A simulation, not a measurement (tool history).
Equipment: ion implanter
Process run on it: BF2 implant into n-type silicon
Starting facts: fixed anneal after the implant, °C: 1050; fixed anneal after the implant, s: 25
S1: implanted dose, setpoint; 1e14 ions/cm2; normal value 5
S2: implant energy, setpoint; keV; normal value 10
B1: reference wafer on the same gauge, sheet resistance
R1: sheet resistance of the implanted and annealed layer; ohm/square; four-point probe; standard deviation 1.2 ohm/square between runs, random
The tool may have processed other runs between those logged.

run 1 hour=0 | S1=5 S2=9 | B1=254.06 | R1=256.7
run 2 hour=45.9 | S1=5 S2=9 | B1=253.86 | R1=258.08
run 3 hour=95.8 | S1=5 S2=10 | B1=253.62 | R1=254.04
run 4 hour=125.4 | S1=5 S2=10 | B1=254.07 | R1=257.59
run 5 hour=151.6 | S1=5 S2=10 | B1=253.82 | R1=253.83
run 6 hour=190.2 | S1=3.88 S2=10 | B1=253.89 | R1=313.05
run 7 hour=215.9 | S1=3.88 S2=10 | B1=253.92 | R1=312.16
run 8 hour=279.2 | S1=5 S2=10 | B1=254.05 | R1=258.32
run 9 hour=424 | S1=5 S2=10 | B1=254.09 | R1=260.7
run 10 hour=448 | S1=5 S2=10 | B1=253.92 | R1=258.85
run 11 hour=596.3 | S1=5 S2=10 | B1=254.06 | R1=263.26
-- hour=609.3 Faraday cup replaced and dose calibrated
-- hour=639.6 extraction supply calibrated
run 12 hour=647.4 | S1=4.26 S2=10 | B1=253.89 | R1=285.91
run 13 hour=673.9 | S1=4.26 S2=10 | B1=253.91 | R1=285.71
run 14 hour=729.3 | S1=5 S2=10 | B1=253.65 | R1=251.8
run 15 hour=781.2 | S1=5 S2=10 | B1=254.27 | R1=253.53
run 16 hour=810 | S1=5 S2=10 | B1=254.06 | R1=253.84
run 17 hour=867.4 | S1=5.63 S2=7 | B1=253.9 | R1=250.7
run 18 hour=917.3 | S1=6.45 S2=12.5 | B1=253.83 | R1=202.96
run 19 hour=950.6 | S1=3.75 S2=7.5 | B1=254.22 | R1=337.69
run 20 hour=1003.5 | S1=5 S2=10 | B1=254.08 | R1=256.67
run 21 hour=1029.6 | S1=5 S2=10 | B1=254.04 | R1=258.33
run 22 hour=1079.5 | S1=6.03 S2=13.5 | B1=253.88 | R1=213.23
-- hour=1130.2 gauge calibrated
run 23 hour=1139.8 | S1=5 S2=10 | B1=254.04 | R1=258.98
run 24 hour=1174.8 | S1=3.82 S2=7.5 | B1=253.9 | R1=333.43
run 25 hour=1201.2 | S1=4.58 S2=8 | B1=253.92 | R1=287.68
-- hour=1246.8 Faraday cup replaced and dose calibrated
run 26 hour=1255.6 | S1=5 S2=10 | B1=254.16 | R1=252.36
run 27 hour=1305.4 | S1=5 S2=10 | B1=254.06 | R1=249.29
run 28 hour=1355.4 | S1=5.57 S2=10 | B1=253.91 | R1=232.66
run 29 hour=1391.1 | S1=5.65 S2=13.5 | B1=254.3 | R1=219.14
run 30 hour=1435.9 | S1=4.26 S2=10 | B1=253.97 | R1=290.29
run 31 hour=1499.2 | S1=4.43 S2=13 | B1=254.27 | R1=269.61
run 32 hour=1536.8 | S1=4.05 S2=10 | B1=254.01 | R1=304.52
run 33 hour=1572.2 | S1=3.5 S2=11 | B1=253.74 | R1=339.46

4 ways to go on from here, each from the tool as it stands after run 33. What would each give?
run A hour=1572.6 | S1=5 S2=10 | B1=? | R1=?
run B hour=1572.6 | S1=5.67 S2=13.5 | B1=? | R1=?
run C hour=1572.6 | S1=4.46 S2=12 | B1=? | R1=?
run D hour=1572.6 | S1=6.37 S2=8 | B1=? | R1=?

run=A B1=254.07 R1=254.75
run=B B1=254.07 R1=221.5
run=C B1=254.07 R1=272.33
run=D B1=254.07 R1=223.11
The same runs, with their run-to-run variation unchanged, on a tool lacking any hidden condition would have given:
run=A R1=251.48
run=B R1=218.67
run=C R1=268.62
run=D R1=220.64

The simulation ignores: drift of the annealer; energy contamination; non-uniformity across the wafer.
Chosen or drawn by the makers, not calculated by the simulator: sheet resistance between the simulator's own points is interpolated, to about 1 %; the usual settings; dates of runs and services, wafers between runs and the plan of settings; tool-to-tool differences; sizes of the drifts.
